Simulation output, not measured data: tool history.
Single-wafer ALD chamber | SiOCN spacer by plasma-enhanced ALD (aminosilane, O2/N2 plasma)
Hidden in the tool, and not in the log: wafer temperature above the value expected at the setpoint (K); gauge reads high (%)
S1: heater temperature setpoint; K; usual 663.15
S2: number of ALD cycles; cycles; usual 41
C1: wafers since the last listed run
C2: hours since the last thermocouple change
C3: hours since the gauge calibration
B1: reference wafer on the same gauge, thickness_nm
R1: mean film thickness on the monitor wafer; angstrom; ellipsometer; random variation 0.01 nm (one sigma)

Run 1, day 0.000: usual settings but S2 37 cycles; C1 0; C2 1032.4; C3 1339.5; B1 2.625. Result: R1 19.90 angstrom.
Run 2, day 4.167: usual settings but S2 37 cycles; C1 673; C2 1132.4; C3 1439.5; B1 2.621. Result: R1 19.98 angstrom.
Run 3, day 7.562: usual settings but S2 47 cycles; C1 548; C2 1213.9; C3 1521.0; B1 2.632. Result: R1 25.61 angstrom.
Run 4, day 11.588: usual settings but S2 47 cycles; C1 650; C2 1310.5; C3 1617.6; B1 2.632. Result: R1 25.38 angstrom.
Run 5, day 13.596: usual settings but S1 657.15 K, S2 39 cycles; C1 324; C2 1358.7; C3 1665.8; B1 2.631. Result: R1 21.15 angstrom.
Run 6, day 15.825: usual settings but S1 657.15 K, S2 39 cycles; C1 360; C2 1412.2; C3 1719.3; B1 2.641. Result: R1 21.02 angstrom.
Run 7, day 19.333: usual settings; C1 566; C2 1496.4; C3 1803.5; B1 2.630. Result: R1 22.09 angstrom.
Run 8, day 22.938: usual settings; C1 582; C2 1582.9; C3 1890.0; B1 2.643. Result: R1 22.19 angstrom.
Run 9, day 26.375: usual settings; C1 555; C2 1665.4; C3 1972.5; B1 2.644. Result: R1 22.28 angstrom.
Run 10, day 29.429: usual settings; C1 493; C2 1738.7; C3 2045.8; B1 2.643. Result: R1 22.04 angstrom.
Run 11, day 32.221: usual settings; C1 451; C2 1805.7; C3 2112.8; B1 2.650. Result: R1 22.38 angstrom.
Run 12, day 35.012: usual settings but S1 656.15 K; C1 451; C2 1872.7; C3 2179.8; B1 2.645. Result: R1 22.34 angstrom.
Run 13, day 37.717: usual settings but S1 656.15 K; C1 436; C2 1937.6; C3 2244.7; B1 2.647. Result: R1 22.33 angstrom.
Run 14, day 39.917: usual settings but S1 656.15 K; C1 355; C2 1990.4; C3 2297.5; B1 2.652. Result: R1 22.21 angstrom.
Run 15, day 43.658: usual settings; C1 604; C2 2080.2; C3 2387.3; B1 2.650. Result: R1 22.44 angstrom.
Run 16, day 47.225: usual settings; C1 576; C2 2165.8; C3 2472.9; B1 2.659. Result: R1 22.41 angstrom.
Run 17, day 50.158: usual settings; C1 474; C2 2236.2; C3 2543.3; B1 2.657. Result: R1 22.40 angstrom.
Run 18, day 54.583: usual settings; C1 715; C2 2342.4; C3 2649.5; B1 2.661. Result: R1 22.49 angstrom.
Run 19, day 58.162: usual settings; C1 578; C2 2428.3; C3 2735.4; B1 2.666. Result: R1 22.60 angstrom.
At day 60.075: thermocouple changed; heater temperature recalibrated.
Run 20, day 61.762: usual settings but S1 659.15 K; C1 527; C2 40.5; C3 2821.8; B1 2.665. Result: R1 22.48 angstrom.
Run 21, day 65.175: usual settings but S1 659.15 K; C1 551; C2 122.4; C3 2903.7; B1 2.669. Result: R1 22.56 angstrom.
At day 65.533: gauge calibrated.
Run 22, day 67.254: usual settings; C1 335; C2 172.3; C3 41.3; B1 2.608. Result: R1 21.88 angstrom.
Run 23, day 70.712: usual settings; C1 558; C2 255.3; C3 124.3; B1 2.613. Result: R1 22.09 angstrom.
Run 24, day 74.950: usual settings but S1 670.15 K, S2 47 cycles; C1 684; C2 357.0; C3 226.0; B1 2.615. Result: R1 25.24 angstrom.
Run 25, day 78.188: usual settings but S1 675.15 K, S2 38 cycles; C1 523; C2 434.7; C3 303.7; B1 2.617. Result: R1 20.21 angstrom.
Run 26, day 79.696: usual settings but S1 650.15 K, S2 36 cycles; C1 243; C2 470.9; C3 339.9; B1 2.617. Result: R1 19.50 angstrom.
Run 27, day 82.212: usual settings but S1 651.15 K, S2 36 cycles; C1 406; C2 531.3; C3 400.3; B1 2.621. Result: R1 19.40 angstrom.
Run 28, day 83.833: usual settings but S1 677.15 K; C1 261; C2 570.2; C3 439.2; B1 2.624. Result: R1 22.07 angstrom.
Run 29, day 88.238: usual settings; C1 711; C2 675.9; C3 544.9; B1 2.621. Result: R1 22.04 angstrom.
Run 30, day 90.088: usual settings but S1 648.15 K, S2 46 cycles; C1 298; C2 720.3; C3 589.3; B1 2.631. Result: R1 24.99 angstrom.
Run 31, day 93.542: usual settings but S1 676.15 K, S2 34 cycles; C1 558; C2 803.2; C3 672.2; B1 2.627. Result: R1 18.19 angstrom.
Run 32, day 103.325: usual settings; C1 1580; C2 1038.0; C3 907.0; B1 2.633. Result: R1 22.14 angstrom.
Run 33, day 104.900: usual settings; C1 254; C2 1075.8; C3 944.8; B1 2.633. Result: R1 22.21 angstrom.
Run 34, day 108.512: usual settings; C1 583; C2 1162.5; C3 1031.5; B1 2.638. Result: R1 22.07 angstrom.
Run 35, day 112.450: usual settings; C1 636; C2 1257.0; C3 1126.0; B1 2.639. Result: R1 22.13 angstrom.
Run 36, day 115.200: usual settings but S1 672.15 K; C1 444; C2 1323.0; C3 1192.0; B1 2.640. Result: R1 22.25 angstrom.
Run 37, day 119.138: usual settings but S1 657.15 K, S2 38 cycles; C1 636; C2 1417.5; C3 1286.5; B1 2.644. Result: R1 20.54 angstrom.
Run 38, day 121.571: usual settings; C1 393; C2 1475.9; C3 1344.9; B1 2.648. Result: R1 22.38 angstrom.
Run 39, day 124.908: usual settings but S1 677.15 K, S2 48 cycles; C1 539; C2 1556.0; C3 1425.0; B1 2.651. Result: R1 25.86 angstrom.
Run 40, day 126.838: usual settings but S1 669.15 K, S2 45 cycles; C1 311; C2 1602.3; C3 1471.3; B1 2.645. Result: R1 24.63 angstrom.
Run 41, day 129.667: usual settings but S1 653.15 K, S2 35 cycles; C1 457; C2 1670.2; C3 1539.2; B1 2.653. Result: R1 19.13 angstrom.
Run 42, day 132.196: usual settings; C1 408; C2 1730.9; C3 1599.9; B1 2.653. Result: R1 22.23 angstrom.
Run 43, day 134.533: usual settings but S1 652.15 K, S2 43 cycles; C1 377; C2 1787.0; C3 1656.0; B1 2.656. Result: R1 23.58 angstrom.
Run 44, day 138.867: usual settings but S1 658.15 K; C1 700; C2 1891.0; C3 1760.0; B1 2.660. Result: R1 22.40 angstrom.
Run 45, day 141.958: usual settings; C1 499; C2 1965.2; C3 1834.2; B1 2.654. Result: R1 22.47 angstrom.

Forecast each of these 4 alternatives for the next run:
Run A, day 141.979: usual settings but S2 48 cycles; C1 3; C2 1965.7; C3 1834.7; B1 ?. Result: R1 ?.
Run B, day 141.979: usual settings but S1 670.15 K, S2 48 cycles; C1 3; C2 1965.7; C3 1834.7; B1 ?. Result: R1 ?.
Run C, day 141.979: usual settings but S1 674.15 K; C1 3; C2 1965.7; C3 1834.7; B1 ?. Result: R1 ?.
Run D, day 141.979: usual settings but S1 668.15 K, S2 47 cycles; C1 3; C2 1965.7; C3 1834.7; B1 ?. Result: R1 ?.

run     B1     R1
  A  2.661  26.19
  B  2.661  26.19
  C  2.661  22.37
  D  2.661  25.65
Without the tool's hidden state the same runs would have given:
run     R1
  A  25.59
  B  25.59
  C  21.86
  D  25.06
